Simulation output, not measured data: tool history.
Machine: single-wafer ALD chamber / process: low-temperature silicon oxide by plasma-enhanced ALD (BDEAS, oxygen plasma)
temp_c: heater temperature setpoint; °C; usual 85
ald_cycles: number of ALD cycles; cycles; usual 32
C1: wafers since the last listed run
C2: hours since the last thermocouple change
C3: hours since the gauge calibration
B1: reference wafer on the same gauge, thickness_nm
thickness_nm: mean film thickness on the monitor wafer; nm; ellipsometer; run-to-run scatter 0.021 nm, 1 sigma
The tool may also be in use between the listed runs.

run 1 hour=0 | temp_c=85 ald_cycles=32 | C1=0 C2=725.8 C3=260.3 | B1=5.638 | thickness_nm=5.236
run 2 hour=37.7 | temp_c=85 ald_cycles=32 | C1=412 C2=763.5 C3=298 | B1=5.64 | thickness_nm=5.221
run 3 hour=66.1 | temp_c=85 ald_cycles=37 | C1=311 C2=791.9 C3=326.4 | B1=5.638 | thickness_nm=6.096
run 4 hour=102.6 | temp_c=85 ald_cycles=37 | C1=399 C2=828.4 C3=362.9 | B1=5.636 | thickness_nm=6.085
run 5 hour=134.6 | temp_c=85 ald_cycles=32 | C1=350 C2=860.4 C3=394.9 | B1=5.643 | thickness_nm=5.217
run 6 hour=188.7 | temp_c=85 ald_cycles=32 | C1=592 C2=914.5 C3=449 | B1=5.636 | thickness_nm=5.241
run 7 hour=222 | temp_c=85 ald_cycles=36 | C1=364 C2=947.8 C3=482.3 | B1=5.636 | thickness_nm=5.896
run 8 hour=260.7 | temp_c=85 ald_cycles=32 | C1=423 C2=986.5 C3=521 | B1=5.644 | thickness_nm=5.222
run 9 hour=286.4 | temp_c=85 ald_cycles=32 | C1=281 C2=1012.2 C3=546.7 | B1=5.643 | thickness_nm=5.276
run 10 hour=318.3 | temp_c=79 ald_cycles=35 | C1=349 C2=1044.1 C3=578.6 | B1=5.641 | thickness_nm=5.889
run 11 hour=374.8 | temp_c=79 ald_cycles=35 | C1=618 C2=1100.6 C3=635.1 | B1=5.638 | thickness_nm=5.849
run 12 hour=430.6 | temp_c=79 ald_cycles=35 | C1=611 C2=1156.4 C3=690.9 | B1=5.638 | thickness_nm=5.906
run 13 hour=461.1 | temp_c=85 ald_cycles=27 | C1=334 C2=1186.9 C3=721.4 | B1=5.64 | thickness_nm=4.44
run 14 hour=492.8 | temp_c=85 ald_cycles=27 | C1=347 C2=1218.6 C3=753.1 | B1=5.635 | thickness_nm=4.399
run 15 hour=557 | temp_c=85 ald_cycles=27 | C1=703 C2=1282.8 C3=817.3 | B1=5.638 | thickness_nm=4.428
run 16 hour=618.3 | temp_c=85 ald_cycles=32 | C1=671 C2=1344.1 C3=878.6 | B1=5.642 | thickness_nm=5.236
run 17 hour=680.5 | temp_c=85 ald_cycles=32 | C1=681 C2=1406.3 C3=940.8 | B1=5.64 | thickness_nm=5.271
run 18 hour=743.3 | temp_c=85 ald_cycles=32 | C1=687 C2=1469.1 C3=1003.6 | B1=5.635 | thickness_nm=5.282
-- hour=798.6 thermocouple changed; heater temperature recalibrated
run 19 hour=799.1 | temp_c=78 ald_cycles=32 | C1=523 C2=0.5 C3=1059.4 | B1=5.641 | thickness_nm=5.333
run 20 hour=928.2 | temp_c=77 ald_cycles=32 | C1=1413 C2=129.6 C3=1188.5 | B1=5.634 | thickness_nm=5.353
run 21 hour=958.7 | temp_c=98 ald_cycles=34 | C1=334 C2=160.1 C3=1219 | B1=5.642 | thickness_nm=5.282
run 22 hour=1000.3 | temp_c=85 ald_cycles=32 | C1=455 C2=201.7 C3=1260.6 | B1=5.64 | thickness_nm=5.202
-- hour=1050.8 gauge calibrated
run 23 hour=1057.4 | temp_c=85 ald_cycles=29 | C1=625 C2=258.8 C3=6.6 | B1=5.635 | thickness_nm=4.716
run 24 hour=1094 | temp_c=93 ald_cycles=38 | C1=400 C2=295.4 C3=43.2 | B1=5.645 | thickness_nm=6.057
run 25 hour=1141.8 | temp_c=85 ald_cycles=32 | C1=523 C2=343.2 C3=91 | B1=5.641 | thickness_nm=5.179
run 26 hour=1170 | temp_c=89 ald_cycles=36 | C1=308 C2=371.4 C3=119.2 | B1=5.642 | thickness_nm=5.788
run 27 hour=1223.7 | temp_c=72 ald_cycles=32 | C1=588 C2=425.1 C3=172.9 | B1=5.64 | thickness_nm=5.48
run 28 hour=1268 | temp_c=81 ald_cycles=38 | C1=485 C2=469.4 C3=217.2 | B1=5.641 | thickness_nm=6.293
run 29 hour=1312 | temp_c=81 ald_cycles=38 | C1=481 C2=513.4 C3=261.2 | B1=5.639 | thickness_nm=6.314
run 30 hour=1366.9 | temp_c=96 ald_cycles=32 | C1=601 C2=568.3 C3=316.1 | B1=5.642 | thickness_nm=5.053
run 31 hour=1402.2 | temp_c=92 ald_cycles=36 | C1=386 C2=603.6 C3=351.4 | B1=5.636 | thickness_nm=5.769
run 32 hour=1461.5 | temp_c=81 ald_cycles=30 | C1=649 C2=662.9 C3=410.7 | B1=5.643 | thickness_nm=4.972
run 33 hour=1526.9 | temp_c=85 ald_cycles=32 | C1=716 C2=728.3 C3=476.1 | B1=5.64 | thickness_nm=5.241
run 34 hour=1594.3 | temp_c=70 ald_cycles=38 | C1=738 C2=795.7 C3=543.5 | B1=5.64 | thickness_nm=6.537
run 35 hour=1635.7 | temp_c=71 ald_cycles=35 | C1=453 C2=837.1 C3=584.9 | B1=5.637 | thickness_nm=6.005
run 36 hour=1679.6 | temp_c=90 ald_cycles=29 | C1=480 C2=881 C3=628.8 | B1=5.639 | thickness_nm=4.669
run 37 hour=1729.8 | temp_c=85 ald_cycles=29 | C1=549 C2=931.2 C3=679 | B1=5.644 | thickness_nm=4.774

Hidden state, per run?
gauge reads high (%): 0 at every run
H1: wafer temperature above the value expected at the setpoint (K)
run=1 H1=-2.12
run=2 H1=-2.25
run=3 H1=-2.35
run=4 H1=-2.47
run=5 H1=-2.58
run=6 H1=-2.77
run=7 H1=-2.89
run=8 H1=-3.02
run=9 H1=-3.11
run=10 H1=-3.22
run=11 H1=-3.41
run=12 H1=-3.61
run=13 H1=-3.71
run=14 H1=-3.82
run=15 H1=-4.04
run=16 H1=-4.25
run=17 H1=-4.47
run=18 H1=-4.68
run=19 H1=-0.399
run=20 H1=-0.844
run=21 H1=-0.949
run=22 H1=-1.09
run=23 H1=-1.29
run=24 H1=-1.42
run=25 H1=-1.58
run=26 H1=-1.68
run=27 H1=-1.86
run=28 H1=-2.02
run=29 H1=-2.17
run=30 H1=-2.36
run=31 H1=-2.48
run=32 H1=-2.68
run=33 H1=-2.91
run=34 H1=-3.14
run=35 H1=-3.28
run=36 H1=-3.44
run=37 H1=-3.61
